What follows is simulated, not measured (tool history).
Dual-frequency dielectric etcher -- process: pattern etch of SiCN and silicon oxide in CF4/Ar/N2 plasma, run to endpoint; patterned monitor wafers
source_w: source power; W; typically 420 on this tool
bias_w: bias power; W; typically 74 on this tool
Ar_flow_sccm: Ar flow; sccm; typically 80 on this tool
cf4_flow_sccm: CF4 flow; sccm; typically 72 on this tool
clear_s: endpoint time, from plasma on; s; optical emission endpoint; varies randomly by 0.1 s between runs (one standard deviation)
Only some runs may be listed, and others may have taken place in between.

run,day,source_w,bias_w,Ar_flow_sccm,cf4_flow_sccm,wafers since the last listed run,hours since the last wet clean,hours since the last source power generator calibration,hours since the last bias power generator calibration,hours since the last Ar flow controller change,hours since the last CF4 flow controller change,hours since the last upper electrode change,"incoming incoming film thickness, nm",clear_s
1,0,460,74,80,72,0,262,215.9,471.7,5826.4,2208.3,366.8,16.58,18.8
2,2.467,460,74,80,72,656,321.2,275.1,530.9,5885.6,2267.5,426,16.68,18.9
3,6.262,420,74,66,72,1010,412.3,366.2,622,5976.7,2358.6,517.1,16.69,20.7
4,8.742,420,74,69,72,660,471.8,425.7,681.5,6036.2,2418.1,576.6,16.79,20.7
5,11.617,420,89,80,61,765,540.8,494.7,750.5,6105.2,2487.1,645.6,16.45,20.4
# day 14.521: Ar flow controller replaced
6,15.079,420,74,80,72,855,623.9,577.8,833.6,13.4,2570.2,728.7,16.68,21.1
# day 16.625: CF4 flow controller replaced
7,16.958,420,74,80,72,433,669,622.9,878.7,58.5,8,773.8,16.77,21.4
# day 19.125: wet clean of the chamber
8,20.362,480,92,88,77,640,29.7,704.6,960.4,140.2,89.7,855.5,16.62,17.1
9,23.975,420,80,90,60,961,116.4,791.3,1047.1,226.9,176.4,942.2,16.61,21
10,26.358,420,74,80,72,634,173.6,848.5,1104.3,284.1,233.6,999.4,16.61,20.5
11,30.129,320,74,71,79,1004,264.1,939,1194.8,374.6,324.1,1089.9,16.71,27.9
12,33.421,380,74,64,72,876,343.1,1018,1273.8,453.6,403.1,1168.9,16.66,22.7
13,37.192,420,74,89,72,1004,433.6,1108.5,1364.3,544.1,493.6,1259.4,16.72,21.3
14,40.417,420,74,62,67,858,511,1185.9,1441.7,621.5,571,1336.8,16.66,20.5
15,41.933,420,74,80,72,403,547.4,1222.3,1478.1,657.9,607.4,1373.2,16.76,21
16,44.2,350,74,80,72,603,601.8,1276.7,1532.5,712.3,661.8,1427.6,16.85,26.3
17,47.179,420,74,80,72,793,673.3,1348.2,1604,783.8,733.3,1499.1,16.64,21.2
18,49.946,330,74,80,88,736,739.7,1414.6,1670.4,850.2,799.7,1565.5,16.85,27.8
# day 52.15: wet clean of the chamber
19,53.667,480,83,71,62,724,36.4,1503.9,1759.7,939.5,889,1654.8,16.62,17.4
20,56.275,500,60,72,81,694,99,1566.5,1822.3,1002.1,951.6,1717.4,16.69,17.3
21,59.217,420,74,80,87,783,169.6,1637.1,1892.9,1072.7,1022.2,1788,16.68,20.3
22,61.5,420,74,80,72,607,224.4,1691.9,1947.7,1127.5,1077,1842.8,16.6,20.7
23,65.183,420,74,80,72,980,312.8,1780.3,2036.1,1215.9,1165.4,1931.2,16.63,20.9

Expected results for the next run?
24,67.154,420,59,80,72,524,360.1,1827.6,2083.4,1263.2,1212.7,1978.5,16.72,?

Run 24 measured clear_s 21.7 s.
Were there no unlogged condition in the tool, this run, its random variation unchanged, would have produced clear_s 21.3 s.
